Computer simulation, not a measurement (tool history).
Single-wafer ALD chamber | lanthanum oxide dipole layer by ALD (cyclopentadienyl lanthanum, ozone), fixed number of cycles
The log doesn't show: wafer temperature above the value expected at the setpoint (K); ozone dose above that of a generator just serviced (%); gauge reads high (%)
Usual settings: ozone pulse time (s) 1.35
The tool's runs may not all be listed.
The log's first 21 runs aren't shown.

| run | hour | ozone pulse time (s) | wafers since the last listed run | hours since the last thermocouple change | hours since the last ozone generator service | hours since the showerhead was replaced | hours since the gauge calibration | read-back reference wafer on the same gauge, thickness_nm | mean film thickness on the monitor wafer (nm) |
|---|---|---|---|---|---|---|---|---|---|
| 22 | 366.7 | 1.35 | 30 | 2.7 | 12.2 | 277.5 | 332.3 | 0.547 | 0.603 |
| 23 | 384.5 | 1.64 | 245 | 20.5 | 30 | 295.3 | 350.1 | 0.547 | 0.615 |
| 24 | 393.4 | 1.49 | 122 | 29.4 | 38.9 | 304.2 | 359 | 0.546 | 0.612 |
| 25 | 400.4 | 1.88 | 96 | 36.4 | 45.9 | 311.2 | 366 | 0.548 | 0.636 |
| 26 | 411.7 | 1.35 | 155 | 47.7 | 57.2 | 322.5 | 377.3 | 0.548 | 0.595 |
| 27 | 419 | 1.65 | 100 | 55 | 64.5 | 329.8 | 384.6 | 0.547 | 0.621 |
| 28 | 431.6 | 1.35 | 173 | 67.6 | 77.1 | 342.4 | 397.2 | 0.546 | 0.598 |
|  | 445.1 | gauge calibrated |
| 29 | 445.5 | 1.04 | 191 | 81.5 | 91 | 356.3 | 0.4 | 0.546 | 0.548 |
| 30 | 465 | 1.72 | 269 | 101 | 110.5 | 375.8 | 19.9 | 0.547 | 0.622 |
| 31 | 474.8 | 0.98 | 135 | 110.8 | 120.3 | 385.6 | 29.7 | 0.548 | 0.536 |
| 32 | 482.7 | 1.48 | 109 | 118.7 | 128.2 | 393.5 | 37.6 | 0.547 | 0.603 |
| 33 | 492.2 | 1.35 | 131 | 128.2 | 137.7 | 403 | 47.1 | 0.547 | 0.59 |
| 34 | 503.6 | 1.35 | 157 | 139.6 | 149.1 | 414.4 | 58.5 | 0.547 | 0.592 |

4 ways to go on from here, each from the tool as it stands after run 34. What would each give?
| A | 504 | 1.35 | 5 | 140 | 149.5 | 414.8 | 58.9 | ? | ? |
| B | 504 | 1.51 | 5 | 140 | 149.5 | 414.8 | 58.9 | ? | ? |
| C | 504 | 1.21 | 5 | 140 | 149.5 | 414.8 | 58.9 | ? | ? |
| D | 504 | 0.91 | 5 | 140 | 149.5 | 414.8 | 58.9 | ? | ? |

| run | read-back reference wafer on the same gauge, thickness_nm | mean film thickness on the monitor wafer (nm) |
|---|---|---|
| A | 0.546 | 0.59 |
| B | 0.546 | 0.605 |
| C | 0.546 | 0.573 |
| D | 0.546 | 0.513 |
Without the tool's hidden state the same runs would have given:
| run | mean film thickness on the monitor wafer (nm) |
|---|---|
| A | 0.601 |
| B | 0.614 |
| C | 0.585 |
| D | 0.53 |

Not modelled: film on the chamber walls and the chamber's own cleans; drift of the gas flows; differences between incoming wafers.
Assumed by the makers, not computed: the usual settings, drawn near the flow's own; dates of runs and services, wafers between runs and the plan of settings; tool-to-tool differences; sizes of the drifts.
